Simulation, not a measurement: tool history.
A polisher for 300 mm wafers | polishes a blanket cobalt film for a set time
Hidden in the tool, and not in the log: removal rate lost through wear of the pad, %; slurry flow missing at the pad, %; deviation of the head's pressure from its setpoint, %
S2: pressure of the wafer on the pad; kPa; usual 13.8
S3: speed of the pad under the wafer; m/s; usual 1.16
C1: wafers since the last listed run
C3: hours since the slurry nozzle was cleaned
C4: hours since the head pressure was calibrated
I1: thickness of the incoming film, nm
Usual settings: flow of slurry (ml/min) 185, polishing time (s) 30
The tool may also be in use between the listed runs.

{"run": 1, "day": 0.0, "flow of slurry (ml/min)": 185, "S2": 13.8, "S3": 1.16, "polishing time (s)": 28, "C1": 0, "wafers polished on this pad": 5183, "C3": 331.4, "C4": 94.5, "I1": 1057.7, "film removed (Å)": 1573}
{"day": 0.692, "done": "worn pad replaced by a new one"}
{"day": 1.133, "done": "slurry nozzle cleaned"}
{"run": 2, "day": 2.517, "flow of slurry (ml/min)": 145, "S2": 13.8, "S3": 1.16, "polishing time (s)": 30, "C1": 733, "wafers polished on this pad": 567, "C3": 33.2, "C4": 154.9, "I1": 1055.7, "film removed (Å)": 1636}
{"run": 3, "day": 5.296, "flow of slurry (ml/min)": 185, "S2": 13.8, "S3": 1.16, "polishing time (s)": 30, "C1": 883, "wafers polished on this pad": 1450, "C3": 99.9, "C4": 221.6, "I1": 1051.1, "film removed (Å)": 1695}
{"run": 4, "day": 9.146, "flow of slurry (ml/min)": 185, "S2": 13.8, "S3": 1.16, "polishing time (s)": 30, "C1": 1224, "wafers polished on this pad": 2674, "C3": 192.3, "C4": 314.0, "I1": 1053.4, "film removed (Å)": 1700}
{"run": 5, "day": 11.192, "flow of slurry (ml/min)": 185, "S2": 13.8, "S3": 1.16, "polishing time (s)": 30, "C1": 650, "wafers polished on this pad": 3325, "C3": 241.4, "C4": 363.1, "I1": 1054.5, "film removed (Å)": 1670}
{"run": 6, "day": 15.417, "flow of slurry (ml/min)": 185, "S2": 13.8, "S3": 1.16, "polishing time (s)": 24, "C1": 1343, "wafers polished on this pad": 4668, "C3": 342.8, "C4": 464.5, "I1": 1033.0, "film removed (Å)": 1363}
{"day": 19.425, "done": "worn pad replaced by a new one"}
{"run": 7, "day": 19.696, "flow of slurry (ml/min)": 185, "S2": 13.8, "S3": 1.16, "polishing time (s)": 24, "C1": 1307, "wafers polished on this pad": 85, "C3": 445.5, "C4": 567.2, "I1": 1046.3, "film removed (Å)": 1316}
{"day": 19.85, "done": "slurry nozzle cleaned"}
{"run": 8, "day": 21.433, "flow of slurry (ml/min)": 185, "S2": 13.8, "S3": 1.16, "polishing time (s)": 24, "C1": 539, "wafers polished on this pad": 624, "C3": 38.0, "C4": 608.9, "I1": 1060.6, "film removed (Å)": 1368}
{"run": 9, "day": 23.575, "flow of slurry (ml/min)": 185, "S2": 13.8, "S3": 1.16, "polishing time (s)": 30, "C1": 680, "wafers polished on this pad": 1305, "C3": 89.4, "C4": 660.3, "I1": 1033.8, "film removed (Å)": 1708}
{"run": 10, "day": 27.908, "flow of slurry (ml/min)": 185, "S2": 13.8, "S3": 1.16, "polishing time (s)": 30, "C1": 1377, "wafers polished on this pad": 2683, "C3": 193.4, "C4": 764.3, "I1": 1039.1, "film removed (Å)": 1677}
{"run": 11, "day": 29.575, "flow of slurry (ml/min)": 185, "S2": 13.8, "S3": 1.16, "polishing time (s)": 30, "C1": 529, "wafers polished on this pad": 3213, "C3": 233.4, "C4": 804.3, "I1": 1032.4, "film removed (Å)": 1728}
{"run": 12, "day": 32.938, "flow of slurry (ml/min)": 185, "S2": 17.2, "S3": 1.16, "polishing time (s)": 30, "C1": 1069, "wafers polished on this pad": 4282, "C3": 314.1, "C4": 885.0, "I1": 1050.4, "film removed (Å)": 2107}
{"day": 34.308, "done": "worn pad replaced by a new one"}
{"day": 34.733, "done": "slurry nozzle cleaned"}
{"run": 13, "day": 36.296, "flow of slurry (ml/min)": 185, "S2": 13.8, "S3": 1.16, "polishing time (s)": 30, "C1": 1001, "wafers polished on this pad": 618, "C3": 37.5, "C4": 965.6, "I1": 1048.9, "film removed (Å)": 1774}
{"run": 14, "day": 40.054, "flow of slurry (ml/min)": 150, "S2": 11.7, "S3": 1.16, "polishing time (s)": 21, "C1": 1194, "wafers polished on this pad": 1813, "C3": 127.7, "C4": 1055.8, "I1": 1049.5, "film removed (Å)": 988}
{"run": 15, "day": 45.642, "flow of slurry (ml/min)": 230, "S2": 13.8, "S3": 1.04, "polishing time (s)": 30, "C1": 1776, "wafers polished on this pad": 3590, "C3": 261.8, "C4": 1189.9, "I1": 1052.1, "film removed (Å)": 1665}

Run 16 comes next. What will it give?
{"run": 16, "day": 49.883, "flow of slurry (ml/min)": 185, "S2": 13.8, "S3": 1.16, "polishing time (s)": 36, "C1": 1348, "wafers polished on this pad": 4938, "C3": 363.6, "C4": 1291.7, "I1": 1048.8, "film removed (Å)": "?"}

{"run 16": {"film removed (Å)": 2053}}
Without the tool's hidden state the same run would have given film removed (Å) 2065.

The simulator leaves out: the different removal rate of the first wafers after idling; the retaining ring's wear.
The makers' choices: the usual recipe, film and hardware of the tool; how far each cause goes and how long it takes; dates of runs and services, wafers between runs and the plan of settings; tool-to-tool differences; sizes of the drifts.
